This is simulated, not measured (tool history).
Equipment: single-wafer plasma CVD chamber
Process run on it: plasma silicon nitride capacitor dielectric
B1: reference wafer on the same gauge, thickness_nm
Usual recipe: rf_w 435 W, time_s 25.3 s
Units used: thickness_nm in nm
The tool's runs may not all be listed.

Run 1, hour 0.0: usual settings; B1 27.931. Result: thickness_nm 32.601 nm.
Run 2, hour 47.9: usual settings; B1 27.944. Result: thickness_nm 32.619 nm.
Run 3, hour 84.2: usual settings; B1 27.902. Result: thickness_nm 32.687 nm.
Run 4, hour 179.4: usual settings; B1 27.911. Result: thickness_nm 32.671 nm.
Run 5, hour 231.5: usual settings; B1 27.918. Result: thickness_nm 32.232 nm.
Run 6, hour 320.0: usual settings; B1 27.986. Result: thickness_nm 32.156 nm.
Run 7, hour 427.7: usual settings but rf_w 475 W, time_s 26.4 s; B1 27.931. Result: thickness_nm 34.885 nm.
Run 8, hour 722.6: usual settings but rf_w 475 W, time_s 26.4 s; B1 27.921. Result: thickness_nm 34.933 nm.
Run 9, hour 787.3: usual settings but rf_w 475 W, time_s 26.4 s; B1 27.960. Result: thickness_nm 34.797 nm.
Run 10, hour 850.0: usual settings; B1 27.919. Result: thickness_nm 32.100 nm.
Run 11, hour 894.3: usual settings; B1 27.963. Result: thickness_nm 31.817 nm.
At hour 922.5: gauge calibrated.
At hour 924.0: RF generator calibrated.
Run 12, hour 944.8: usual settings; B1 27.930. Result: thickness_nm 32.809 nm.
At hour 988.1: showerhead replaced.
Run 13, hour 1042.4: usual settings; B1 27.921. Result: thickness_nm 32.836 nm.
Run 14, hour 1109.5: usual settings; B1 27.971. Result: thickness_nm 32.790 nm.
Run 15, hour 1173.6: usual settings; B1 27.907. Result: thickness_nm 32.785 nm.
Run 16, hour 1228.9: usual settings; B1 27.860. Result: thickness_nm 32.510 nm.
Run 17, hour 1296.1: usual settings; B1 27.869. Result: thickness_nm 32.649 nm.
Run 18, hour 1371.6: usual settings; B1 27.944. Result: thickness_nm 32.764 nm.

Estimate the outcome of run 19 from the log above:
Run 19, hour 1424.9: usual settings; B1 ?. Result: thickness_nm ?.

Run 19 measured B1 27.835, thickness_nm 32.556 nm.
Take away the tool's hidden state, keep the run-to-run variation as it was, and the same run would have given thickness_nm 32.933 nm.

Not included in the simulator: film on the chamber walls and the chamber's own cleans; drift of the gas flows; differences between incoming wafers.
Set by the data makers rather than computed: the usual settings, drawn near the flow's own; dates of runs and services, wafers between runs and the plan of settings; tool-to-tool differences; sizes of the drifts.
